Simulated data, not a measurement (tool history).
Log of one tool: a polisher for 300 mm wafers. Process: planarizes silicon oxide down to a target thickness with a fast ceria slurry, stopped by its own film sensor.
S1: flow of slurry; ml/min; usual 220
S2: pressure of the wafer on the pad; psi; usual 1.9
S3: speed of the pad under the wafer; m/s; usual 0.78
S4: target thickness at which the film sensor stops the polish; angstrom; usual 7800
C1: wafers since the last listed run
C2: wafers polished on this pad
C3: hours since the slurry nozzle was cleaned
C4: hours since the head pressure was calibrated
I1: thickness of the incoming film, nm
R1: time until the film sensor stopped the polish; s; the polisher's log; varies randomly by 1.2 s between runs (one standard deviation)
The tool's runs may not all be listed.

run 1 hour=0.0 | S1=220 S2=1.9 S3=0.78 S4=7800 | C1=0 C2=1271 C3=168.7 C4=253.0 | I1=1342.6 | R1=81.3
-- hour=4.3 worn pad replaced by a new one
run 2 hour=28.9 | S1=265 S2=1.9 S3=0.78 S4=7370 | C1=178 C2=176 C3=197.6 C4=281.9 | I1=1335.8 | R1=82.7
run 3 hour=56.3 | S1=220 S2=1.7 S3=0.78 S4=7800 | C1=195 C2=372 C3=225.0 C4=309.3 | I1=1350.9 | R1=93.4
run 4 hour=90.3 | S1=220 S2=1.7 S3=0.78 S4=7800 | C1=243 C2=615 C3=259.0 C4=343.3 | I1=1362.2 | R1=94.5
run 5 hour=107.1 | S1=220 S2=1.9 S3=0.78 S4=7800 | C1=120 C2=735 C3=275.8 C4=360.1 | I1=1359.8 | R1=84.0
run 6 hour=130.7 | S1=220 S2=1.9 S3=0.78 S4=6510 | C1=168 C2=904 C3=299.4 C4=383.7 | I1=1332.2 | R1=100.9
run 7 hour=165.2 | S1=265 S2=1.9 S3=0.78 S4=7800 | C1=246 C2=1151 C3=333.9 C4=418.2 | I1=1366.4 | R1=84.1
run 8 hour=179.3 | S1=265 S2=1.9 S3=0.78 S4=7800 | C1=100 C2=1251 C3=348.0 C4=432.3 | I1=1357.1 | R1=81.2
run 9 hour=191.9 | S1=220 S2=1.9 S3=0.78 S4=7800 | C1=90 C2=1342 C3=360.6 C4=444.9 | I1=1341.5 | R1=85.2
-- hour=205.9 worn pad replaced by a new one
run 10 hour=217.0 | S1=220 S2=1.9 S3=0.78 S4=7800 | C1=150 C2=79 C3=385.7 C4=470.0 | I1=1356.7 | R1=76.8
run 11 hour=241.4 | S1=220 S2=1.9 S3=0.78 S4=7800 | C1=174 C2=254 C3=410.1 C4=494.4 | I1=1335.4 | R1=79.8
run 12 hour=268.2 | S1=220 S2=1.6 S3=0.78 S4=6960 | C1=191 C2=445 C3=436.9 C4=521.2 | I1=1347.1 | R1=109.6
run 13 hour=285.6 | S1=220 S2=2.4 S3=0.78 S4=6390 | C1=124 C2=570 C3=454.3 C4=538.6 | I1=1332.7 | R1=77.8
run 14 hour=306.9 | S1=220 S2=2.4 S3=0.78 S4=6390 | C1=152 C2=722 C3=475.6 C4=559.9 | I1=1366.4 | R1=83.4
run 15 hour=339.8 | S1=220 S2=2.4 S3=0.78 S4=6390 | C1=235 C2=957 C3=508.5 C4=592.8 | I1=1347.6 | R1=81.7
run 16 hour=354.4 | S1=220 S2=1.9 S3=0.78 S4=7800 | C1=104 C2=1062 C3=523.1 C4=607.4 | I1=1342.9 | R1=83.9
-- hour=370.3 worn pad replaced by a new one
-- hour=374.6 slurry nozzle cleaned
run 17 hour=378.0 | S1=220 S2=1.9 S3=0.78 S4=7800 | C1=133 C2=47 C3=3.4 C4=631.0 | I1=1363.7 | R1=80.6
run 18 hour=399.5 | S1=220 S2=1.9 S3=0.78 S4=7800 | C1=153 C2=201 C3=24.9 C4=652.5 | I1=1356.9 | R1=82.6
run 19 hour=426.0 | S1=220 S2=1.9 S3=0.78 S4=7800 | C1=189 C2=391 C3=51.4 C4=679.0 | I1=1340.8 | R1=78.7
run 20 hour=445.5 | S1=220 S2=1.9 S3=0.78 S4=7800 | C1=139 C2=530 C3=70.9 C4=698.5 | I1=1352.8 | R1=83.5
run 21 hour=457.7 | S1=145 S2=1.9 S3=0.70 S4=6150 | C1=87 C2=617 C3=83.1 C4=710.7 | I1=1332.2 | R1=123.5
-- hour=466.4 head pressure recalibrated
run 22 hour=478.6 | S1=275 S2=1.9 S3=0.78 S4=7800 | C1=135 C2=753 C3=104.0 C4=12.2 | I1=1353.4 | R1=80.0
run 23 hour=511.1 | S1=220 S2=2.2 S3=0.78 S4=6050 | C1=232 C2=985 C3=136.5 C4=44.7 | I1=1362.2 | R1=97.9
run 24 hour=543.8 | S1=280 S2=2.5 S3=0.78 S4=7800 | C1=233 C2=1219 C3=169.2 C4=77.4 | I1=1339.2 | R1=62.4
-- hour=552.1 worn pad replaced by a new one
run 25 hour=558.2 | S1=220 S2=1.2 S3=0.78 S4=7800 | C1=74 C2=43 C3=183.6 C4=91.8 | I1=1340.3 | R1=120.9
run 26 hour=570.9 | S1=220 S2=2.3 S3=0.78 S4=7800 | C1=90 C2=134 C3=196.3 C4=104.5 | I1=1353.5 | R1=66.6
run 27 hour=590.2 | S1=290 S2=1.9 S3=0.78 S4=7800 | C1=138 C2=272 C3=215.6 C4=123.8 | I1=1359.0 | R1=80.8
run 28 hour=603.6 | S1=220 S2=1.6 S3=0.66 S4=8520 | C1=95 C2=368 C3=229.0 C4=137.2 | I1=1329.6 | R1=94.7
run 29 hour=632.5 | S1=180 S2=1.9 S3=0.78 S4=7800 | C1=206 C2=575 C3=257.9 C4=166.1 | I1=1370.9 | R1=89.7
run 30 hour=661.3 | S1=220 S2=1.9 S3=0.78 S4=7800 | C1=206 C2=781 C3=286.7 C4=194.9 | I1=1340.7 | R1=80.7
run 31 hour=676.9 | S1=175 S2=1.5 S3=0.52 S4=7800 | C1=111 C2=893 C3=302.3 C4=210.5 | I1=1339.9 | R1=148.4
run 32 hour=698.5 | S1=285 S2=1.4 S3=0.78 S4=9090 | C1=154 C2=1047 C3=323.9 C4=232.1 | I1=1336.5 | R1=82.8
-- hour=724.1 worn pad replaced by a new one
run 33 hour=729.1 | S1=195 S2=2.6 S3=0.78 S4=8960 | C1=190 C2=35 C3=354.5 C4=262.7 | I1=1357.0 | R1=46.6
run 34 hour=747.4 | S1=165 S2=2.2 S3=0.90 S4=7800 | C1=130 C2=166 C3=372.8 C4=281.0 | I1=1323.3 | R1=62.5
run 35 hour=762.7 | S1=220 S2=1.9 S3=0.78 S4=6630 | C1=109 C2=276 C3=388.1 C4=296.3 | I1=1334.4 | R1=94.9
run 36 hour=794.2 | S1=240 S2=2.4 S3=0.60 S4=9260 | C1=225 C2=501 C3=419.6 C4=327.8 | I1=1372.0 | R1=63.4
run 37 hour=807.2 | S1=285 S2=1.7 S3=0.96 S4=7800 | C1=92 C2=594 C3=432.6 C4=340.8 | I1=1374.5 | R1=76.9
run 38 hour=831.2 | S1=220 S2=1.9 S3=0.78 S4=7800 | C1=171 C2=766 C3=456.6 C4=364.8 | I1=1355.9 | R1=83.7

Forecast each of these 3 alternatives for the next run:
run A hour=831.6 | S1=220 S2=1.9 S3=0.78 S4=7800 | C1=2 C2=768 C3=457.0 C4=365.2 | I1=1328.7 | R1=?
run B hour=831.6 | S1=220 S2=1.9 S3=0.78 S4=9290 | C1=2 C2=768 C3=457.0 C4=365.2 | I1=1328.7 | R1=?
run C hour=831.6 | S1=220 S2=1.9 S3=0.78 S4=8680 | C1=2 C2=768 C3=457.0 C4=365.2 | I1=1328.7 | R1=?

run=A R1=79.9
run=B R1=58.2
run=C R1=67.1
With no hidden state in the tool, these same runs would have given:
run=A R1=74.0
run=B R1=53.9
run=C R1=62.1

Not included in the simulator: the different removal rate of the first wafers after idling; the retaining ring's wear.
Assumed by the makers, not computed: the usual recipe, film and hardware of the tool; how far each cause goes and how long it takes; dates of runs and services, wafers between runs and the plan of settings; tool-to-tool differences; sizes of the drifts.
